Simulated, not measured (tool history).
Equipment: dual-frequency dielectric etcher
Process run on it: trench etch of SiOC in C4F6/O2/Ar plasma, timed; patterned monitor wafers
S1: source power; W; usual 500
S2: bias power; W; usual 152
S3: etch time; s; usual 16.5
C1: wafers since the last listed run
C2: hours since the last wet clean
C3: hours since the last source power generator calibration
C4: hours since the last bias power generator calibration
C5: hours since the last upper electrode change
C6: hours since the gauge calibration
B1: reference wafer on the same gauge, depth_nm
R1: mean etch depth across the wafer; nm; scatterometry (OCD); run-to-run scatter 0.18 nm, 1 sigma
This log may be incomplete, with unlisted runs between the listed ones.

Run 1, hour 0: usual settings but S2 136 W; C1 0; C2 611; C3 3046.5; C4 3820.8; C5 4203.7; C6 2557.2; B1 27.5. Result: R1 34.1 nm.
At hour 7.1: source power generator calibrated.
Run 2, hour 52.8: usual settings but S2 136 W; C1 1169; C2 663.8; C3 45.7; C4 3873.6; C5 4256.5; C6 2610; B1 27.53. Result: R1 34.02 nm.
At hour 93: bias power generator calibrated.
Run 3, hour 143.3: usual settings; C1 2073; C2 754.3; C3 136.2; C4 50.3; C5 4347; C6 2700.5; B1 27.49. Result: R1 35.4 nm.
At hour 197.4: wet clean of the chamber.
Run 4, hour 197.9: usual settings; C1 733; C2 0.5; C3 190.8; C4 104.9; C5 4401.6; C6 2755.1; B1 27.51. Result: R1 33.67 nm.
Run 5, hour 288.3: usual settings; C1 2166; C2 90.9; C3 281.2; C4 195.3; C5 4492; C6 2845.5; B1 27.51. Result: R1 34.13 nm.
Run 6, hour 393.8: usual settings but S1 380 W; C1 2528; C2 196.4; C3 386.7; C4 300.8; C5 4597.5; C6 2951; B1 27.51. Result: R1 31.04 nm.
Run 7, hour 458.8: usual settings but S1 390 W, S2 188 W; C1 1557; C2 261.4; C3 451.7; C4 365.8; C5 4662.5; C6 3016; B1 27.52. Result: R1 33.42 nm.
At hour 541.9: gauge calibrated.
Run 8, hour 699.7: usual settings but S1 410 W, S2 122 W, S3 19 s; C1 5774; C2 502.3; C3 692.6; C4 606.7; C5 4903.4; C6 157.8; B1 27.51. Result: R1 34.98 nm.
Run 9, hour 766: usual settings; C1 1589; C2 568.6; C3 758.9; C4 673; C5 4969.7; C6 224.1; B1 27.49. Result: R1 34.93 nm.
Run 10, hour 859.1: usual settings but S2 186 W, S3 12.5 s; C1 2231; C2 661.7; C3 852; C4 766.1; C5 5062.8; C6 317.2; B1 27.48. Result: R1 27.88 nm.
Run 11, hour 963: usual settings but S1 560 W, S2 186 W, S3 18 s; C1 2490; C2 765.6; C3 955.9; C4 870; C5 5166.7; C6 421.1; B1 27.52. Result: R1 42.61 nm.
Run 12, hour 1016: usual settings but S2 167 W; C1 1270; C2 818.6; C3 1008.9; C4 923; C5 5219.7; C6 474.1; B1 27.54. Result: R1 36.68 nm.
At hour 1061: upper electrode replaced, of another model than before.
At hour 1082.4: wet clean of the chamber.
Run 13, hour 1082.9: usual settings but S1 600 W, S2 131 W; C1 514; C2 0.5; C3 1075.8; C4 989.9; C5 21.9; C6 541; B1 27.49. Result: R1 32.98 nm.
Run 14, hour 1277.7: usual settings but S1 400 W, S3 13.5 s; C1 4669; C2 195.3; C3 1270.6; C4 1184.7; C5 216.7; C6 735.8; B1 27.52. Result: R1 26.46 nm.
Run 15, hour 1359.6: usual settings but S2 166 W, S3 15 s; C1 1963; C2 277.2; C3 1352.5; C4 1266.6; C5 298.6; C6 817.7; B1 27.5. Result: R1 32.77 nm.
Run 16, hour 1447.9: usual settings but S1 600 W, S2 132 W, S3 19.5 s; C1 2116; C2 365.5; C3 1440.8; C4 1354.9; C5 386.9; C6 906; B1 27.49. Result: R1 40.27 nm.
Run 17, hour 1508.8: usual settings but S1 570 W, S2 179 W, S3 14.5 s; C1 1459; C2 426.4; C3 1501.7; C4 1415.8; C5 447.8; C6 966.9; B1 27.48. Result: R1 34.1 nm.
Run 18, hour 1584.5: usual settings but S1 600 W, S2 142 W, S3 19.5 s; C1 1814; C2 502.1; C3 1577.4; C4 1491.5; C5 523.5; C6 1042.6; B1 27.51. Result: R1 41.63 nm.
Run 19, hour 1689.3: usual settings but S1 430 W, S2 138 W; C1 2511; C2 606.9; C3 1682.2; C4 1596.3; C5 628.3; C6 1147.4; B1 27.49. Result: R1 31.98 nm.
Run 20, hour 1759.1: usual settings but S1 470 W, S2 187 W, S3 12.5 s; C1 1673; C2 676.7; C3 1752; C4 1666.1; C5 698.1; C6 1217.2; B1 27.51. Result: R1 28.91 nm.
At hour 1807: wet clean of the chamber.
Run 21, hour 1811: usual settings but S3 12.5 s; C1 668; C2 4; C3 1803.9; C4 1718; C5 750; C6 1269.1; B1 27.49. Result: R1 25.55 nm.
Run 22, hour 1912.6: usual settings but S1 600 W, S2 126 W, S3 12.5 s; C1 2435; C2 105.6; C3 1905.5; C4 1819.6; C5 851.6; C6 1370.7; B1 27.48. Result: R1 24.73 nm.
Run 23, hour 1964.1: usual settings but S3 19 s; C1 1234; C2 157.1; C3 1957; C4 1871.1; C5 903.1; C6 1422.2; B1 27.49. Result: R1 39.54 nm.
Run 24, hour 2003.4: usual settings but S2 133 W; C1 941; C2 196.4; C3 1996.3; C4 1910.4; C5 942.4; C6 1461.5; B1 27.53. Result: R1 32.03 nm.
Run 25, hour 2046.3: usual settings; C1 1028; C2 239.3; C3 2039.2; C4 1953.3; C5 985.3; C6 1504.4; B1 27.5. Result: R1 34.62 nm.
Run 26, hour 2216.5: usual settings but S2 161 W; C1 4079; C2 409.5; C3 2209.4; C4 2123.5; C5 1155.5; C6 1674.6; B1 27.5. Result: R1 36.07 nm.
Run 27, hour 2323.1: usual settings; C1 2555; C2 516.1; C3 2316; C4 2230.1; C5 1262.1; C6 1781.2; B1 27.49. Result: R1 34.61 nm.
Run 28, hour 2408.6: usual settings but S1 600 W, S2 131 W; C1 2049; C2 601.6; C3 2401.5; C4 2315.6; C5 1347.6; C6 1866.7; B1 27.47. Result: R1 34.17 nm.
Run 29, hour 2483.6: usual settings; C1 1797; C2 676.6; C3 2476.5; C4 2390.6; C5 1422.6; C6 1941.7; B1 27.5. Result: R1 35.1 nm.
Run 30, hour 2548: usual settings; C1 1543; C2 741; C3 2540.9; C4 2455; C5 1487; C6 2006.1; B1 27.51. Result: R1 35.41 nm.

Below are 3 alternative next runs, each starting from the tool's condition after run 30. Predict each:
Run A, hour 2548.4: usual settings but S2 180 W; C1 9; C2 741.4; C3 2541.3; C4 2455.4; C5 1487.4; C6 2006.5; B1 ?. Result: R1 ?.
Run B, hour 2548.4: usual settings but S3 15 s; C1 9; C2 741.4; C3 2541.3; C4 2455.4; C5 1487.4; C6 2006.5; B1 ?. Result: R1 ?.
Run C, hour 2548.4: usual settings but S1 580 W, S3 20.5 s; C1 9; C2 741.4; C3 2541.3; C4 2455.4; C5 1487.4; C6 2006.5; B1 ?. Result: R1 ?.

run     B1     R1
  A  27.51  38.52
  B  27.51  32.38
  C  27.51  45.92
Had the tool no hidden state, the same runs would have come out as:
run     R1
  A  36.49
  B  30.67
  C   43.5

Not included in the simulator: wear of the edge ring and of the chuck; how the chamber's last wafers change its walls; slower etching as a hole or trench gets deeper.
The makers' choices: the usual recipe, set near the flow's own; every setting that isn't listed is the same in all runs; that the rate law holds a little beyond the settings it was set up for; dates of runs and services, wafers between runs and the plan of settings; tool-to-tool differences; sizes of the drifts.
